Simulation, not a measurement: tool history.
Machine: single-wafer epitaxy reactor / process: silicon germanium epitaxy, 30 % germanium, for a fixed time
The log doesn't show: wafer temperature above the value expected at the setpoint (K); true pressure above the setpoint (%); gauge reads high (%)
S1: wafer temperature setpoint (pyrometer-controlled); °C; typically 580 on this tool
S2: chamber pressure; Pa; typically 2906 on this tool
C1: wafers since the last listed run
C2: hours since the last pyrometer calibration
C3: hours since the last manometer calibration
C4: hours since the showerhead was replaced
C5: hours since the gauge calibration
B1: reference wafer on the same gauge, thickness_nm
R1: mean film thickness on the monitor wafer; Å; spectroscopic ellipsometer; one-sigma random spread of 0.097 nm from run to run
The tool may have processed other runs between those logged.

run,hour,S1,S2,C1,C2,C3,C4,C5,B1,R1
1,0,580,2906,0,895,1390.6,2250.7,515.1,33.204,400.28
2,64.9,580,2906,1416,959.9,1455.5,2315.6,580,33.139,400.16
3,101.8,580,2906,805,996.8,1492.4,2352.5,616.9,33.074,400.41
4,137.4,573,2320,776,1032.4,1528,2388.1,652.5,33.034,317.5
5,184.9,573,2320,1036,1079.9,1575.5,2435.6,700,32.974,315.71
# hour 257.5: capacitance manometer re-zeroed and calibrated
6,258,580,2906,1420,1153,0.5,2508.7,773.1,32.87,397.27
7,313.7,580,2906,1215,1208.7,56.2,2564.4,828.8,32.771,393.94
8,381.2,580,2906,1472,1276.2,123.7,2631.9,896.3,32.65,393.91
# hour 393.5: gauge calibrated
9,411.9,580,2906,669,1306.9,154.4,2662.6,18.4,33.667,405.05
# hour 421.8: showerhead replaced
# hour 437.5: pyrometer calibrated
10,455.7,572,3146,606,18.2,198.2,33.9,62.2,33.701,351.03
11,500.4,572,3146,975,62.9,242.9,78.6,106.9,33.618,350
12,558.2,584,3346,1261,120.7,300.7,136.4,164.7,33.622,463.31
13,593.4,584,2466,768,155.9,335.9,171.6,199.9,33.612,420.76
14,634.6,580,2906,899,197.1,377.1,212.8,241.1,33.637,406.77
15,662.9,584,3120,617,225.4,405.4,241.1,269.4,33.593,454.34
16,689.1,580,2493,571,251.6,431.6,267.3,295.6,33.581,385.99

Alternative continuations, all from the tool just after run 16; predict every row:
A,689.5,580,2626,8,252,432,267.7,296,?,?
B,689.5,593,3573,8,252,432,267.7,296,?,?
C,689.5,571,2373,8,252,432,267.7,296,?,?

run,B1,R1
A,33.583,392.9
B,33.583,576.3
C,33.583,311.57
With the hidden condition removed and each run's random variation left untouched, the same runs would have given:
run,R1
A,393.22
B,576.77
C,311.82

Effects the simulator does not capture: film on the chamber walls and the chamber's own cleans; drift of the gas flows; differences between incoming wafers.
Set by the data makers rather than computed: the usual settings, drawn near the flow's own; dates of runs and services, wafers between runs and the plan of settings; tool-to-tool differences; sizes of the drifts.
